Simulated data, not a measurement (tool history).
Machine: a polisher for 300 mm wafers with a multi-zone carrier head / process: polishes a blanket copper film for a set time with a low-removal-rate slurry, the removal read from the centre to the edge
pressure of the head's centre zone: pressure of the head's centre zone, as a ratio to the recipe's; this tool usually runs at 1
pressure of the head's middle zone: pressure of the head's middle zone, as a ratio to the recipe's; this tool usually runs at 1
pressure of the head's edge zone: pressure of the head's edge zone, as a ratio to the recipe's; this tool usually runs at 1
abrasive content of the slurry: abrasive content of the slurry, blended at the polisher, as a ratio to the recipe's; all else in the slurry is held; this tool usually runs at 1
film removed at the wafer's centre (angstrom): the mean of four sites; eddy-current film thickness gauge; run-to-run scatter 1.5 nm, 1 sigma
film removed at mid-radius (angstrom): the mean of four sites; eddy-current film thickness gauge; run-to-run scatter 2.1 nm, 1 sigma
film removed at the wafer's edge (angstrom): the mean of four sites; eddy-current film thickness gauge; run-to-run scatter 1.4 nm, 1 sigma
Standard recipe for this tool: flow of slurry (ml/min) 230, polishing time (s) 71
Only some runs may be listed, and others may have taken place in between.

run   hour  flow of slurry (ml/min)  pressure of the head's centre zone  pressure of the head's middle zone  pressure of the head's edge zone  abrasive content of the slurry  polishing time (s)  incoming thickness of the incoming film, nm  film removed at the wafer's centre (angstrom)  film removed at mid-radius (angstrom)  film removed at the wafer's edge (angstrom)
  1      0                      230                                0.94                                   1                                 1                               1                  71                                        756.7                                           1714                                   1849                                         1834
  2   24.3                      230                                   1                                   1                              1.04                               1                  71                                        744.5                                           1780                                   1844                                         1863
  3   40.6                      230                                   1                                   1                              1.04                               1                  71                                        763.6                                           1773                                   1836                                         1846
  4   58.8                      230                                   1                                   1                              1.04                               1                  71                                        746.1                                           1782                                   1829                                         1812
  5   82.4                      230                                   1                                   1                                 1                               1                  71                                          763                                           1752                                   1806                                         1771
  6   98.7                      230                                   1                                   1                                 1                               1                  71                                        750.1                                           1777                                   1783                                         1776
     119.9  -- centre zone pressure recalibrated
       128  -- carrier head's membrane replaced by a new one
  7  128.5                      230                                   1                                   1                                 1                               1                  71                                        745.1                                           1712                                   1722                                         1734
     147.2  -- slurry nozzle cleaned
     150.9  -- edge zone pressure recalibrated
  8  151.4                      230                                   1                                   1                                 1                               1                  71                                        739.7                                           1726                                   1747                                         1724
  9  173.1                      230                                1.12                                0.88                                 1                             1.1                  48                                        747.9                                           1317                                   1086                                         1205
     191.2  -- worn pad replaced by a new one
 10  207.6                      230                                   1                                   1                              0.89                             0.8                  71                                        741.7                                           1674                                   1744                                         1596
 11  236.7                      230                                   1                                   1                                 1                               1                  71                                        749.8                                           1813                                   1833                                         1843
 12  262.8                      230                                 0.9                                   1                                 1                            0.85                  50                                        749.4                                           1069                                   1218                                         1209
 13  289.4                      230                                   1                                   1                                 1                               1                  85                                          751                                           2136                                   2206                                         2170
 14  304.9                      175                                   1                                   1                              1.03                               1                  71                                        741.9                                           1726                                   1749                                         1782
 15  328.4                      230                                   1                                1.08                                 1                               1                  71                                          759                                           1741                                   1886                                         1773

Exercise: give the hidden state of the tool at every run:
slurry flow missing at the pad, %: 0 across all the runs
deviation of the centre zone's pressure from its setpoint, %: 0 across all the runs
deviation of the edge zone's pressure from its setpoint, %: 0 across all the runs
H1: removal rate lost through wear of the pad, %
run    H1
  1  3.37
  2  4.14
  3  4.65
  4  5.22
  5  5.97
  6  6.48
  7  7.42
  8  8.14
  9  8.83
 10  2.29
 11  3.21
 12  4.03
 13  4.87
 14  5.36
 15   6.1
